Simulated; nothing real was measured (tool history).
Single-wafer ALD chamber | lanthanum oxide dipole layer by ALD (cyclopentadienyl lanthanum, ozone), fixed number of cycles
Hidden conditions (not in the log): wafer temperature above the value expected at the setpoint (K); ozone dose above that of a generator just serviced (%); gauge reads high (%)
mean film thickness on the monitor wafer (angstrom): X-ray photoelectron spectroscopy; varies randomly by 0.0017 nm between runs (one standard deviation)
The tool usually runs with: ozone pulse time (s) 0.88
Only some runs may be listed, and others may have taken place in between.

run,hour,ozone pulse time (s),wafers since the last listed run,hours since the last thermocouple change,hours since the last ozone generator service,hours since the showerhead was replaced,hours since the gauge calibration,"read-back reference wafer on the same gauge, thickness_nm",mean film thickness on the monitor wafer (angstrom)
1,0,0.97,0,261,379,3314.2,1723.1,0.525,4.94
2,36.9,0.79,449,297.9,415.9,3351.1,1760,0.524,4.62
3,93.3,0.79,687,354.3,472.3,3407.5,1816.4,0.524,4.6
4,169,0.79,922,430,548,3483.2,1892.1,0.525,4.59
5,220,0.99,621,481,599,3534.2,1943.1,0.525,4.96
6,249.9,0.99,364,510.9,628.9,3564.1,1973,0.525,4.98
7,308.5,0.99,713,569.5,687.5,3622.7,2031.6,0.526,4.96
8,359.5,0.88,621,620.5,738.5,3673.7,2082.6,0.525,4.8
9,388.4,0.88,352,649.4,767.4,3702.6,2111.5,0.526,4.79
10,431.2,0.88,521,692.2,810.2,3745.4,2154.3,0.526,4.8
11,463,1.11,387,724,842,3777.2,2186.1,0.526,5.14
12,553,1.11,1096,814,932,3867.2,2276.1,0.526,5.13
13,586.5,1.11,408,847.5,965.5,3900.7,2309.6,0.525,5.12
# hour 613.4: showerhead replaced
14,633.3,1.02,472,894.3,1012.3,19.9,2356.4,0.525,5.03
15,657.5,1.15,294,918.5,1036.5,44.1,2380.6,0.525,5.16
# hour 679.3: ozone generator serviced
16,702.5,1.17,450,963.5,23.2,89.1,2425.6,0.525,5.17
17,746.8,0.71,539,1007.8,67.5,133.4,2469.9,0.524,4.4
18,931.9,0.88,2254,1192.9,252.6,318.5,2655,0.525,4.8
19,1138.3,0.59,2514,1399.3,459,524.9,2861.4,0.524,4.08
# hour 1231.9: thermocouple changed; heater temperature recalibrated
# hour 1289.2: gauge calibrated
20,1298.4,1.21,1852,66.5,619.1,685,9.2,0.525,5.24
21,1332.1,0.54,410,100.2,652.8,718.7,42.9,0.526,3.91
22,1357.7,0.64,311,125.8,678.4,744.3,68.5,0.525,4.21
23,1396.1,0.69,467,164.2,716.8,782.7,106.9,0.525,4.39
24,1428.1,1.22,389,196.2,748.8,814.7,138.9,0.525,5.22
25,1498.2,1.1,853,266.3,818.9,884.8,209,0.525,5.1
26,1536.5,0.88,466,304.6,857.2,923.1,247.3,0.525,4.82
27,1576.3,0.56,484,344.4,897,962.9,287.1,0.525,3.97
28,1604.5,0.88,343,372.6,925.2,991.1,315.3,0.525,4.81
29,1639.3,0.88,423,407.4,960,1025.9,350.1,0.525,4.79
30,1703.3,1.23,779,471.4,1024,1089.9,414.1,0.525,5.26
31,1750.5,1.09,574,518.6,1071.2,1137.1,461.3,0.525,5.09
32,1814.6,0.66,780,582.7,1135.3,1201.2,525.4,0.525,4.3
33,1885.5,0.7,863,653.6,1206.2,1272.1,596.3,0.525,4.42
34,1919.5,1.16,414,687.6,1240.2,1306.1,630.3,0.525,5.18
35,1971.8,0.88,637,739.9,1292.5,1358.4,682.6,0.524,4.79

Alternative continuations, all from the tool just after run 35; predict every row:
A,1972.2,0.88,4,740.3,1292.9,1358.8,683,?,?
B,1972.2,1.01,4,740.3,1292.9,1358.8,683,?,?
C,1972.2,1.19,4,740.3,1292.9,1358.8,683,?,?

run,"read-back reference wafer on the same gauge, thickness_nm",mean film thickness on the monitor wafer (angstrom)
A,0.525,4.79
B,0.525,5
C,0.525,5.22
Take away the tool's hidden state, keep each run's random variation, and the runs would have read:
run,mean film thickness on the monitor wafer (angstrom)
A,4.79
B,5
C,5.22
